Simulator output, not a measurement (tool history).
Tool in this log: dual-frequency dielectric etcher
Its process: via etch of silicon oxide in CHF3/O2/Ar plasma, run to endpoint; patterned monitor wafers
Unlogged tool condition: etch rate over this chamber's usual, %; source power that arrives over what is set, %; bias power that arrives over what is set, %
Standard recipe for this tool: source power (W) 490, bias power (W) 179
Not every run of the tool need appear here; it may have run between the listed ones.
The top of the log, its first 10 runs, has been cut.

| run | hour | source power (W) | bias power (W) | wafers since the last listed run | hours since the last wet clean | hours since the last source power generator calibration | hours since the last bias power generator calibration | hours since the last upper electrode change | incoming incoming film thickness, nm | endpoint time (s) |
|---|---|---|---|---|---|---|---|---|---|---|
| 11 | 131.1 | 410 | 179 | 93 | 556.9 | 1756.8 | 2735.6 | 5279.9 | 701.9 | 393.2 |
|  | 145.5 | source power generator calibrated |
|  | 170 | wet clean of the chamber |
| 12 | 170.5 | 410 | 179 | 62 | 0.5 | 25 | 2775 | 5319.3 | 708.2 | 389.8 |
| 13 | 170.9 | 410 | 179 | 2 | 0.9 | 25.4 | 2775.4 | 5319.7 | 696.7 | 389.5 |
|  | 195.4 | upper electrode replaced |
| 14 | 195.9 | 490 | 161 | 5 | 25.9 | 50.4 | 2800.4 | 0.5 | 708.5 | 382.8 |
| 15 | 196.3 | 490 | 179 | 2 | 26.3 | 50.8 | 2800.8 | 0.9 | 702.8 | 364.7 |
| 16 | 196.7 | 490 | 179 | 2 | 26.7 | 51.2 | 2801.2 | 1.3 | 708.9 | 368.5 |
| 17 | 202.8 | 530 | 179 | 33 | 32.8 | 57.3 | 2807.3 | 7.4 | 705 | 360.6 |
| 18 | 213.4 | 580 | 179 | 58 | 43.4 | 67.9 | 2817.9 | 18 | 708.7 | 351.6 |
| 19 | 225.6 | 490 | 203 | 67 | 55.6 | 80.1 | 2830.1 | 30.2 | 705.6 | 356.5 |
| 20 | 241.8 | 580 | 142 | 89 | 71.8 | 96.3 | 2846.3 | 46.4 | 704 | 374.8 |
|  | 259.2 | bias power generator calibrated |
| 21 | 259.7 | 380 | 149 | 76 | 89.7 | 114.2 | 0.5 | 64.3 | 709.5 | 421.6 |
| 22 | 265.7 | 580 | 203 | 32 | 95.7 | 120.2 | 6.5 | 70.3 | 703.8 | 335.2 |
| 23 | 278.8 | 530 | 146 | 72 | 108.8 | 133.3 | 19.6 | 83.4 | 704 | 386.1 |
| 24 | 290.8 | 490 | 179 | 65 | 120.8 | 145.3 | 31.6 | 95.4 | 709 | 368.5 |
| 25 | 302.4 | 600 | 152 | 63 | 132.4 | 156.9 | 43.2 | 107 | 704.3 | 363.5 |
| 26 | 309.2 | 530 | 218 | 37 | 139.2 | 163.7 | 50 | 113.8 | 704.2 | 337.9 |
| 27 | 347.7 | 450 | 199 | 211 | 177.7 | 202.2 | 88.5 | 152.3 | 701.9 | 368.5 |

The next listed run, before its measurement:
| 28 | 360.6 | 490 | 179 | 70 | 190.6 | 215.1 | 101.4 | 165.2 | 708.7 | ? |

endpoint time (s): 370.4
With no hidden state in the tool, this same run would have given endpoint time (s) 370.4.
